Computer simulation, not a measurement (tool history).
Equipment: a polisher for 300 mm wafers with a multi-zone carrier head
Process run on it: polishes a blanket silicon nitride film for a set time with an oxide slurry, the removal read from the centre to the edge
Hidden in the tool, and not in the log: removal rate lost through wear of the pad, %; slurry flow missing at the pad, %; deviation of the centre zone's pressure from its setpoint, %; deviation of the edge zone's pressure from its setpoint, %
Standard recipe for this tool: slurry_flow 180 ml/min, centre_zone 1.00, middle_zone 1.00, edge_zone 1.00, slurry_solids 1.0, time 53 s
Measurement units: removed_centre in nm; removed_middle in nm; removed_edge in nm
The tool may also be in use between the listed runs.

| run | hour | slurry_flow | centre_zone | middle_zone | edge_zone | slurry_solids | time | wafers since the last listed run | wafers polished on this pad | hours since the slurry nozzle was cleaned | hours since the centre zone pressure was calibrated | hours since the edge zone pressure was calibrated | hours since the carrier head's membrane was replaced | incoming thickness of the incoming film, nm | removed_centre | removed_middle | removed_edge |
|---|---|---|---|---|---|---|---|---|---|---|---|---|---|---|---|---|---|
| 1 | 0.0 | 180 | 1.00 | 1.00 | 1.00 | 1.0 | 64 | 0 | 3125 | 378.2 | 270.3 | 439.3 | 1207.1 | 450.5 | 24.7 | 25.0 | 24.9 |
| 2 | 40.4 | 180 | 1.00 | 1.00 | 1.00 | 1.0 | 53 | 471 | 3596 | 418.6 | 310.7 | 479.7 | 1247.5 | 448.7 | 20.3 | 21.0 | 21.0 |
|  | 77.0 | slurry nozzle cleaned |
| 3 | 126.4 | 180 | 1.00 | 1.00 | 1.00 | 1.0 | 53 | 992 | 4589 | 49.4 | 396.7 | 565.7 | 1333.5 | 453.3 | 19.9 | 20.5 | 20.5 |
|  | 134.9 | centre zone pressure recalibrated |
| 4 | 210.8 | 180 | 1.00 | 1.00 | 1.00 | 1.0 | 53 | 961 | 5550 | 133.8 | 75.9 | 650.1 | 1417.9 | 450.6 | 20.4 | 21.0 | 20.7 |
|  | 227.8 | worn pad replaced by a new one |
|  | 263.2 | carrier head's membrane replaced by a new one |
| 5 | 287.5 | 180 | 1.00 | 1.00 | 1.00 | 1.0 | 53 | 790 | 638 | 210.5 | 152.6 | 726.8 | 24.3 | 453.5 | 20.6 | 20.5 | 20.4 |
| 6 | 380.1 | 180 | 1.00 | 1.00 | 1.00 | 1.0 | 53 | 1080 | 1719 | 303.1 | 245.2 | 819.4 | 116.9 | 446.5 | 20.4 | 20.5 | 20.2 |
| 7 | 463.7 | 180 | 1.00 | 1.09 | 1.00 | 1.0 | 53 | 975 | 2694 | 386.7 | 328.8 | 903.0 | 200.5 | 455.0 | 19.9 | 22.7 | 21.0 |
|  | 481.9 | edge zone pressure recalibrated |
| 8 | 532.2 | 130 | 1.00 | 1.00 | 1.00 | 0.9 | 53 | 776 | 3470 | 455.2 | 397.3 | 50.3 | 269.0 | 445.4 | 17.9 | 18.7 | 18.6 |
|  | 577.5 | slurry nozzle cleaned |
|  | 631.8 | centre zone pressure recalibrated |
|  | 695.9 | worn pad replaced by a new one |
| 9 | 853.0 | 210 | 1.00 | 1.00 | 1.00 | 1.0 | 53 | 3662 | 1833 | 275.5 | 221.2 | 371.1 | 589.8 | 448.4 | 20.8 | 21.3 | 21.3 |
| 10 | 939.5 | 180 | 0.88 | 1.06 | 1.00 | 1.0 | 53 | 1009 | 2842 | 362.0 | 307.7 | 457.6 | 676.3 | 450.1 | 17.6 | 22.3 | 20.8 |
|  | 1023.6 | slurry nozzle cleaned |
| 11 | 1039.9 | 180 | 1.00 | 1.00 | 1.00 | 1.0 | 67 | 1160 | 4003 | 16.3 | 408.1 | 558.0 | 776.7 | 447.0 | 25.1 | 26.4 | 26.7 |
| 12 | 1122.8 | 230 | 1.00 | 1.00 | 1.00 | 1.0 | 69 | 967 | 4970 | 99.2 | 491.0 | 640.9 | 859.6 | 444.2 | 26.5 | 27.7 | 27.6 |
|  | 1142.9 | centre zone pressure recalibrated |
|  | 1144.3 | worn pad replaced by a new one |
| 13 | 1185.1 | 180 | 1.10 | 1.11 | 1.00 | 1.0 | 53 | 687 | 475 | 161.5 | 42.2 | 703.2 | 921.9 | 451.7 | 22.9 | 22.5 | 21.1 |
|  | 1231.5 | edge zone pressure recalibrated |
| 14 | 1247.9 | 180 | 1.00 | 1.08 | 1.00 | 1.0 | 53 | 709 | 1185 | 224.3 | 105.0 | 16.4 | 984.7 | 445.9 | 20.3 | 22.1 | 21.1 |
| 15 | 1353.9 | 180 | 1.00 | 1.00 | 1.00 | 1.0 | 53 | 1237 | 2422 | 330.3 | 211.0 | 122.4 | 1090.7 | 449.6 | 20.5 | 20.6 | 20.8 |
| 16 | 1418.7 | 180 | 1.06 | 1.00 | 1.00 | 1.0 | 38 | 756 | 3178 | 395.1 | 275.8 | 187.2 | 1155.5 | 447.2 | 15.2 | 14.8 | 15.0 |
| 17 | 1499.1 | 180 | 0.90 | 1.00 | 1.07 | 0.9 | 53 | 938 | 4117 | 475.5 | 356.2 | 267.6 | 1235.9 | 448.2 | 17.1 | 19.2 | 20.4 |
|  | 1518.9 | slurry nozzle cleaned |
| 18 | 1600.7 | 180 | 1.00 | 1.00 | 1.00 | 1.0 | 53 | 1174 | 5291 | 81.8 | 457.8 | 369.2 | 1337.5 | 446.6 | 19.9 | 20.7 | 21.1 |

Run 19 comes next. What will it give?
|  | 1635.1 | centre zone pressure recalibrated |
|  | 1649.1 | worn pad replaced by a new one |
| 19 | 1706.4 | 180 | 1.00 | 1.00 | 1.00 | 1.0 | 67 | 1163 | 668 | 187.5 | 71.3 | 474.9 | 1443.2 | 446.0 | ? | ? | ? |

removed_centre: 26.3 nm
removed_middle: 25.8 nm
removed_edge: 26.9 nm
Were there no unlogged condition in the tool, this run, its random variation unchanged, would have produced removed_centre 26.3 nm, removed_middle 25.8 nm, removed_edge 26.9 nm.
